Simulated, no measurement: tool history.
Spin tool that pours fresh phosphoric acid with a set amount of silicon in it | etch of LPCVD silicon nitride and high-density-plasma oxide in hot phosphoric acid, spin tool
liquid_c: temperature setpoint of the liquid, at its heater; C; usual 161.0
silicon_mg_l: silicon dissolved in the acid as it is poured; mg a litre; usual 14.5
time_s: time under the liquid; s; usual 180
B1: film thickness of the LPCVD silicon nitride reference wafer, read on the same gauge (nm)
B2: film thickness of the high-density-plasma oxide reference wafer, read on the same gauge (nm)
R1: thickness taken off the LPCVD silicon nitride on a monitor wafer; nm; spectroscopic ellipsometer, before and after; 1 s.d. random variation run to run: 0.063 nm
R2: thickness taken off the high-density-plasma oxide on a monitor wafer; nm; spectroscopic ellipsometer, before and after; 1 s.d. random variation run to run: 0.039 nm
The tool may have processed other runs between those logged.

{"run": 1, "day": 0.0, "liquid_c": 161.0, "silicon_mg_l": 14.5, "time_s": 180, "B1": 109.98, "B2": 79.931, "R1": 13.84, "R2": 0.676}
{"day": 1.3, "done": "dissolved silicon flow meter replaced"}
{"run": 2, "day": 2.792, "liquid_c": 161.0, "silicon_mg_l": 18.0, "time_s": 180, "B1": 110.0, "B2": 80.02, "R1": 13.72, "R2": 0.616}
{"run": 3, "day": 3.917, "liquid_c": 163.0, "silicon_mg_l": 14.5, "time_s": 180, "B1": 110.03, "B2": 79.99, "R1": 14.66, "R2": 0.782}
{"run": 4, "day": 6.083, "liquid_c": 162.5, "silicon_mg_l": 14.5, "time_s": 180, "B1": 110.04, "B2": 80.004, "R1": 14.45, "R2": 0.67}
{"run": 5, "day": 7.183, "liquid_c": 162.5, "silicon_mg_l": 14.5, "time_s": 180, "B1": 110.02, "B2": 79.99, "R1": 14.34, "R2": 0.77}
{"run": 6, "day": 8.675, "liquid_c": 161.0, "silicon_mg_l": 14.5, "time_s": 245, "B1": 110.02, "B2": 79.99, "R1": 18.57, "R2": 0.877}
{"run": 7, "day": 10.042, "liquid_c": 161.0, "silicon_mg_l": 14.5, "time_s": 180, "B1": 109.99, "B2": 79.972, "R1": 13.65, "R2": 0.639}
{"run": 8, "day": 12.558, "liquid_c": 161.0, "silicon_mg_l": 14.5, "time_s": 180, "B1": 109.99, "B2": 79.999, "R1": 13.69, "R2": 0.701}
{"run": 9, "day": 13.9, "liquid_c": 161.0, "silicon_mg_l": 14.5, "time_s": 180, "B1": 110.03, "B2": 79.981, "R1": 13.64, "R2": 0.642}
{"run": 10, "day": 16.408, "liquid_c": 161.0, "silicon_mg_l": 14.5, "time_s": 180, "B1": 109.98, "B2": 80.035, "R1": 13.6, "R2": 0.707}
{"day": 16.912, "done": "gauge calibrated"}
{"run": 11, "day": 17.621, "liquid_c": 158.5, "silicon_mg_l": 14.5, "time_s": 180, "B1": 110.0, "B2": 79.976, "R1": 12.48, "R2": 0.548}
{"run": 12, "day": 19.292, "liquid_c": 161.0, "silicon_mg_l": 14.5, "time_s": 180, "B1": 109.97, "B2": 79.929, "R1": 13.64, "R2": 0.76}
{"run": 13, "day": 20.808, "liquid_c": 161.0, "silicon_mg_l": 17.5, "time_s": 270, "B1": 110.02, "B2": 80.04, "R1": 20.15, "R2": 0.932}
{"run": 14, "day": 21.925, "liquid_c": 161.0, "silicon_mg_l": 14.5, "time_s": 145, "B1": 110.04, "B2": 80.028, "R1": 10.92, "R2": 0.536}
{"day": 24.525, "done": "dissolved silicon flow meter replaced"}
{"run": 15, "day": 24.654, "liquid_c": 161.0, "silicon_mg_l": 14.5, "time_s": 180, "B1": 109.98, "B2": 79.988, "R1": 13.51, "R2": 0.661}
{"run": 16, "day": 26.65, "liquid_c": 163.5, "silicon_mg_l": 10.0, "time_s": 180, "B1": 110.01, "B2": 80.025, "R1": 14.69, "R2": 0.883}
{"day": 27.512, "done": "heated supply line repaired"}
{"run": 17, "day": 29.496, "liquid_c": 161.0, "silicon_mg_l": 14.5, "time_s": 180, "B1": 110.03, "B2": 79.988, "R1": 14.11, "R2": 0.706}
{"day": 29.858, "done": "thermometer replaced"}
{"run": 18, "day": 32.171, "liquid_c": 162.5, "silicon_mg_l": 22.0, "time_s": 230, "B1": 109.97, "B2": 80.008, "R1": 19.14, "R2": 0.813}
{"day": 34.796, "done": "gauge calibrated"}
{"run": 19, "day": 36.846, "liquid_c": 161.0, "silicon_mg_l": 14.5, "time_s": 95, "B1": 110.02, "B2": 79.978, "R1": 7.43, "R2": 0.415}
{"run": 20, "day": 38.442, "liquid_c": 163.5, "silicon_mg_l": 7.5, "time_s": 130, "B1": 109.93, "B2": 79.973, "R1": 11.07, "R2": 0.769}

Consider 5 possible next runs. They are alternatives, not a sequence: every one starts from the tool as it was left by run 20. What does each give?
{"run": "A", "day": 38.462, "liquid_c": 161.0, "silicon_mg_l": 14.5, "time_s": 260, "B1": "?", "B2": "?", "R1": "?", "R2": "?"}
{"run": "B", "day": 38.462, "liquid_c": 161.0, "silicon_mg_l": 14.5, "time_s": 80, "B1": "?", "B2": "?", "R1": "?", "R2": "?"}
{"run": "C", "day": 38.462, "liquid_c": 158.0, "silicon_mg_l": 7.0, "time_s": 180, "B1": "?", "B2": "?", "R1": "?", "R2": "?"}
{"run": "D", "day": 38.462, "liquid_c": 158.5, "silicon_mg_l": 18.0, "time_s": 70, "B1": "?", "B2": "?", "R1": "?", "R2": "?"}
{"run": "E", "day": 38.462, "liquid_c": 161.0, "silicon_mg_l": 18.5, "time_s": 265, "B1": "?", "B2": "?", "R1": "?", "R2": "?"}

run=A B1=110.05 B2=79.984 R1=20.40 R2=1.000
run=B B1=110.05 B2=79.984 R1=6.28 R2=0.308
run=C B1=110.05 B2=79.984 R1=12.77 R2=0.656
run=D B1=110.05 B2=79.984 R1=5.05 R2=0.204
run=E B1=110.05 B2=79.984 R1=20.79 R2=0.918
Without the tool's hidden state the same runs would have given:
run=A R1=20.66 R2=1.028
run=B R1=6.36 R2=0.316
run=C R1=12.93 R2=0.675
run=D R1=5.11 R2=0.210
run=E R1=21.05 R2=0.944
